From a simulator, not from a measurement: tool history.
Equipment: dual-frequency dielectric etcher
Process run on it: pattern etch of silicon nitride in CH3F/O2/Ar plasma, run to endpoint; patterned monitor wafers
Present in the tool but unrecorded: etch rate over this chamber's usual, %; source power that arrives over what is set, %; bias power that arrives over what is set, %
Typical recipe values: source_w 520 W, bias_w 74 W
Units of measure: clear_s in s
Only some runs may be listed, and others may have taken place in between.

run,hour,source_w,bias_w,wafers since the last listed run,hours since the last wet clean,hours since the last source power generator calibration,hours since the last bias power generator calibration,hours since the last upper electrode change,"incoming incoming film thickness, nm",clear_s
1,0,600,74,0,437.2,2728.8,1408.9,3118.2,36.6,44.6
2,51.4,600,74,889,488.6,2780.2,1460.3,3169.6,37.13,45.5
3,63.6,600,74,211,500.8,2792.4,1472.5,3181.8,36.66,44.8
4,72.6,520,74,155,509.8,2801.4,1481.5,3190.8,36.76,47.9
5,81,570,74,145,518.2,2809.8,1489.9,3199.2,36.73,46
6,96,470,74,259,533.2,2824.8,1504.9,3214.2,37.13,50.5
7,107.5,520,74,198,544.7,2836.3,1516.4,3225.7,36.93,48.4
# hour 131: source power generator calibrated
# hour 131.9: wet clean of the chamber
8,132.4,520,74,347,0.5,1.4,1541.3,3250.6,36.48,46.5
9,132.7,520,74,5,0.8,1.7,1541.6,3250.9,36.68,46.5
10,138.9,590,74,107,7,7.9,1547.8,3257.1,37.21,44.7
11,152.2,590,74,230,20.3,21.2,1561.1,3270.4,36.75,44.7
12,161.5,520,85,160,29.6,30.5,1570.4,3279.7,36.93,44
13,168,460,88,112,36.1,37,1576.9,3286.2,36.56,45.5
14,185.9,460,88,309,54,54.9,1594.8,3304.1,36.9,46.1
15,197.5,520,74,200,65.6,66.5,1606.4,3315.7,37.05,47.4
16,207.5,520,74,173,75.6,76.5,1616.4,3325.7,36.94,47.3
# hour 239.7: upper electrode replaced
17,240.2,520,60,150,108.3,109.2,1649.1,0.5,36.7,51.7
18,240.5,520,74,5,108.6,109.5,1649.4,0.8,37.04,47.7
19,244.7,520,74,72,112.8,113.7,1653.6,5,36.91,47.2
20,255.4,630,80,185,123.5,124.4,1664.3,15.7,36.5,41.5
21,273.9,570,57,320,142,142.9,1682.8,34.2,36.92,50.8
22,284.5,470,63,183,152.6,153.5,1693.4,44.8,36.88,53.2
23,298.1,440,86,235,166.2,167.1,1707,58.4,36.77,47.4
# hour 318.4: bias power generator calibrated
24,318.9,620,69,290,187,187.9,0.5,79.2,37.01,45.4
25,331.2,480,90,212,199.3,200.2,12.8,91.5,36.7,44.9
26,347,640,63,273,215.1,216,28.6,107.3,36.73,46.5
27,362.1,590,88,261,230.2,231.1,43.7,122.4,36.93,41.5
28,378.2,590,74,278,246.3,247.2,59.8,138.5,36.93,45
29,389.3,480,60,192,257.4,258.3,70.9,149.6,36.72,53.7
30,400.8,520,80,198,268.9,269.8,82.4,161.1,37.17,46.5
31,409.8,410,64,155,277.9,278.8,91.4,170.1,37.04,56.2
32,422.8,570,85,224,290.9,291.8,104.4,183.1,36.59,42.9

What if the next run were any one of these 4? Each begins from the tool's condition after run 32:
A,423.2,520,74,6,291.3,292.2,104.8,183.5,36.83,?
B,423.2,610,60,6,291.3,292.2,104.8,183.5,36.83,?
C,423.2,430,61,6,291.3,292.2,104.8,183.5,36.83,?
D,423.2,600,85,6,291.3,292.2,104.8,183.5,36.83,?

run,clear_s
A,47.4
B,48.5
C,56.2
D,41.9
Take away the tool's hidden state, keep each run's random variation, and the runs would have read:
run,clear_s
A,46.8
B,47.9
C,55.6
D,41.4

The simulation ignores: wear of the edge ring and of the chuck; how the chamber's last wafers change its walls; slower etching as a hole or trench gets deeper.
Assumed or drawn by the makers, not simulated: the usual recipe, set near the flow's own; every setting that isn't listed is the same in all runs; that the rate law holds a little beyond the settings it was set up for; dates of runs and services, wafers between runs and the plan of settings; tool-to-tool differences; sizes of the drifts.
